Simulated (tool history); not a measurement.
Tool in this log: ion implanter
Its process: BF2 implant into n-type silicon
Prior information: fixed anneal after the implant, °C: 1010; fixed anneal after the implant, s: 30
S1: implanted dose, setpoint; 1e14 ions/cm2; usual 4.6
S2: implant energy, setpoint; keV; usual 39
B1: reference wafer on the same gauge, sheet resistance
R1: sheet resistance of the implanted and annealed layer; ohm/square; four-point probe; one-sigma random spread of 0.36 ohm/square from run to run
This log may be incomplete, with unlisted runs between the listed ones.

run 1 hour=0 | S1=4.6 S2=29.5 | B1=247.95 | R1=261.31
run 2 hour=11.5 | S1=4.6 S2=29.5 | B1=247.81 | R1=261.48
run 3 hour=21 | S1=5.38 S2=39 | B1=248.15 | R1=221.91
run 4 hour=30.7 | S1=5.38 S2=39 | B1=247.96 | R1=221.58
-- hour=58.8 gauge calibrated
run 5 hour=71.7 | S1=5.26 S2=39 | B1=247.94 | R1=226.82
-- hour=90.4 extraction supply calibrated
run 6 hour=90.9 | S1=5.26 S2=39 | B1=247.94 | R1=227.03
run 7 hour=92.1 | S1=5.26 S2=39 | B1=247.97 | R1=226.25
run 8 hour=100.9 | S1=5.58 S2=34.5 | B1=247.84 | R1=218.24
run 9 hour=118.1 | S1=3.38 S2=44.5 | B1=247.86 | R1=327.21
run 10 hour=134.2 | S1=3.68 S2=32.5 | B1=248 | R1=313.18
run 11 hour=146.5 | S1=5.06 S2=42.5 | B1=247.95 | R1=232.21
-- hour=154.5 gauge calibrated
-- hour=166.8 Faraday cup replaced and dose calibrated
run 12 hour=167.3 | S1=3.68 S2=32.5 | B1=248.01 | R1=299.49
run 13 hour=177.4 | S1=4.6 S2=49.5 | B1=247.94 | R1=238.9
run 14 hour=191.1 | S1=5.53 S2=29 | B1=247.96 | R1=217.46
run 15 hour=209.1 | S1=5.58 S2=34.5 | B1=247.99 | R1=210.94

Per-run results on a tool with no hidden state, each run keeping its own random variation:
Hidden conditions of the tool in this case: deviation of the true dose from the Faraday cup's reading, %; deviation of the true energy from its setpoint, %; gauge reads high (%).
run=1 R1=250.23
run=2 R1=250.37
run=3 R1=212.35
run=4 R1=212.01
run=5 R1=216.92
run=6 R1=217.09
run=7 R1=216.35
run=8 R1=208.99
run=9 R1=312.65
run=10 R1=299.12
run=11 R1=221.83
run=12 R1=298.76
run=13 R1=238.07
run=14 R1=216.49
run=15 R1=209.61

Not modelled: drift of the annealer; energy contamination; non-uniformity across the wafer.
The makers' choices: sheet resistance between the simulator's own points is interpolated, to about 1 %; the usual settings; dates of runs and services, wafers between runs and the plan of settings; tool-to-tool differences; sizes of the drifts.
